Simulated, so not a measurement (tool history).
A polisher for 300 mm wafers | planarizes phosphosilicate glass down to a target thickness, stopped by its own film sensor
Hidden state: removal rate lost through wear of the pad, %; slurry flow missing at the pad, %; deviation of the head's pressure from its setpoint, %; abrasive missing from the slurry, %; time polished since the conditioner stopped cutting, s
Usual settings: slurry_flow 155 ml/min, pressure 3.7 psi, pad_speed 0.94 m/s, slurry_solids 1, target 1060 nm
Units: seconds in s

| run | day | slurry_flow | pressure | pad_speed | slurry_solids | target | wafers since the last listed run | wafers polished on this pad | hours since the slurry nozzle was cleaned | hours since the head pressure was calibrated | hours since the slurry blender was calibrated | hours since the conditioning disc was replaced | incoming thickness of the incoming film, nm | seconds |
|---|---|---|---|---|---|---|---|---|---|---|---|---|---|---|
| 1 | 0 | 155 | 3.7 | 0.94 | 1 | 1060 | 0 | 1425 | 539.6 | 47.7 | 41 | 61.5 | 1678.3 | 66.2 |
| 2 | 1.046 | 155 | 3.7 | 0.94 | 1 | 1060 | 246 | 1672 | 564.7 | 72.8 | 66.1 | 86.6 | 1676 | 66.3 |
|  | 1.646 | worn pad replaced by a new one |
| 3 | 2.229 | 155 | 3.7 | 0.94 | 1 | 1060 | 239 | 138 | 593.1 | 101.2 | 94.5 | 115 | 1658.5 | 64.5 |
| 4 | 3.025 | 155 | 3.7 | 1.1 | 1 | 1060 | 187 | 325 | 612.2 | 120.3 | 113.6 | 134.1 | 1674.9 | 59.5 |
| 5 | 3.888 | 155 | 3.7 | 1.1 | 1 | 1060 | 203 | 529 | 632.9 | 141 | 134.3 | 154.8 | 1676.3 | 58.7 |
| 6 | 4.738 | 155 | 3.7 | 0.94 | 1 | 1060 | 200 | 729 | 653.3 | 161.4 | 154.7 | 175.2 | 1675.6 | 66.4 |
| 7 | 6.079 | 155 | 3.7 | 0.94 | 1 | 1060 | 316 | 1045 | 685.5 | 193.6 | 186.9 | 207.4 | 1647.2 | 63.7 |
|  | 6.412 | slurry blender recalibrated |
|  | 6.542 | conditioning disc replaced and pad reconditioned |
| 8 | 7.446 | 155 | 3.7 | 0.94 | 1 | 1060 | 282 | 1328 | 718.3 | 226.4 | 24.8 | 21.7 | 1676.3 | 70.1 |
| 9 | 8.383 | 155 | 2.7 | 0.94 | 1.2 | 907 | 221 | 1549 | 740.8 | 248.9 | 47.3 | 44.2 | 1687.1 | 106.6 |
|  | 9.371 | worn pad replaced by a new one |
| 10 | 9.654 | 155 | 3.7 | 0.94 | 1 | 1060 | 260 | 67 | 771.3 | 279.4 | 77.8 | 74.7 | 1642.2 | 66.1 |
|  | 9.95 | slurry nozzle cleaned |
| 11 | 11.129 | 155 | 4.6 | 0.94 | 1 | 1060 | 337 | 404 | 28.3 | 314.8 | 113.2 | 110.1 | 1657.8 | 55.9 |
|  | 14.988 | slurry blender recalibrated |
| 12 | 15.008 | 155 | 3.7 | 0.94 | 1 | 1060 | 894 | 1299 | 121.4 | 407.9 | 0.5 | 203.2 | 1668.2 | 70.4 |
|  | 15.55 | conditioning disc replaced and pad reconditioned |
| 13 | 15.717 | 155 | 4.1 | 0.94 | 1 | 1060 | 147 | 1447 | 138.4 | 424.9 | 17.5 | 4 | 1645.7 | 60.8 |
|  | 15.833 | head pressure recalibrated |
| 14 | 16.55 | 185 | 3.1 | 1.16 | 1 | 1060 | 176 | 1624 | 158.4 | 17.2 | 37.5 | 24 | 1657.2 | 61.8 |
|  | 17.425 | worn pad replaced by a new one |
| 15 | 17.55 | 155 | 3.7 | 0.94 | 1 | 1060 | 196 | 29 | 182.4 | 41.2 | 61.5 | 48 | 1680.9 | 65.1 |
| 16 | 18.417 | 180 | 2.7 | 1.06 | 1.1 | 1060 | 204 | 234 | 203.2 | 62 | 82.3 | 68.8 | 1687.3 | 77.9 |
| 17 | 19.408 | 155 | 3.1 | 1.08 | 1.2 | 1222 | 233 | 467 | 227 | 85.8 | 106.1 | 92.6 | 1676.1 | 46.8 |
| 18 | 20.858 | 155 | 3.1 | 0.94 | 0.9 | 1155 | 341 | 809 | 261.8 | 120.6 | 140.9 | 127.4 | 1658.2 | 69.9 |
| 19 | 21.858 | 155 | 3.1 | 1.24 | 1.25 | 1060 | 235 | 1045 | 285.8 | 144.6 | 164.9 | 151.4 | 1682.8 | 56.3 |
| 20 | 22.396 | 155 | 2.8 | 0.94 | 0.9 | 1060 | 126 | 1172 | 298.7 | 157.5 | 177.8 | 164.3 | 1648.5 | 91.2 |
|  | 23.462 | slurry blender recalibrated |
| 21 | 23.642 | 115 | 3.7 | 0.94 | 1 | 1205 | 274 | 1446 | 328.6 | 187.4 | 4.3 | 194.2 | 1638.3 | 51 |
|  | 23.825 | conditioning disc replaced and pad reconditioned |
| 22 | 24.925 | 155 | 3.7 | 0.94 | 1 | 1060 | 282 | 1729 | 359.4 | 218.2 | 35.1 | 26.4 | 1652 | 66.6 |
|  | 25.258 | worn pad replaced by a new one |
| 23 | 26.125 | 155 | 3.7 | 0.94 | 1 | 1060 | 243 | 204 | 388.2 | 247 | 63.9 | 55.2 | 1657 | 66.3 |
| 24 | 27.133 | 155 | 3.7 | 0.64 | 1.3 | 1060 | 237 | 442 | 412.4 | 271.2 | 88.1 | 79.4 | 1675.2 | 78.3 |

5 ways to go on from here, each from the tool as it stands after run 24. What would each give?
| A | 27.15 | 155 | 3.7 | 0.94 | 1 | 1060 | 3 | 446 | 412.8 | 271.6 | 88.5 | 79.8 | 1662.4 | ? |
| B | 27.15 | 155 | 4.9 | 0.66 | 1.2 | 1153 | 3 | 446 | 412.8 | 271.6 | 88.5 | 79.8 | 1662.4 | ? |
| C | 27.15 | 155 | 3.7 | 1.08 | 1 | 1060 | 3 | 446 | 412.8 | 271.6 | 88.5 | 79.8 | 1662.4 | ? |
| D | 27.15 | 155 | 3.7 | 0.72 | 0.9 | 1060 | 3 | 446 | 412.8 | 271.6 | 88.5 | 79.8 | 1662.4 | ? |
| E | 27.15 | 210 | 3.7 | 0.94 | 1 | 1060 | 3 | 446 | 412.8 | 271.6 | 88.5 | 79.8 | 1662.4 | ? |

| run | seconds |
|---|---|
| A | 67.5 |
| B | 49.9 |
| C | 60.8 |
| D | 89.1 |
| E | 64.4 |
Without the tool's hidden state the same runs would have given:
| run | seconds |
|---|---|
| A | 63 |
| B | 46.6 |
| C | 56.8 |
| D | 83.2 |
| E | 60.1 |
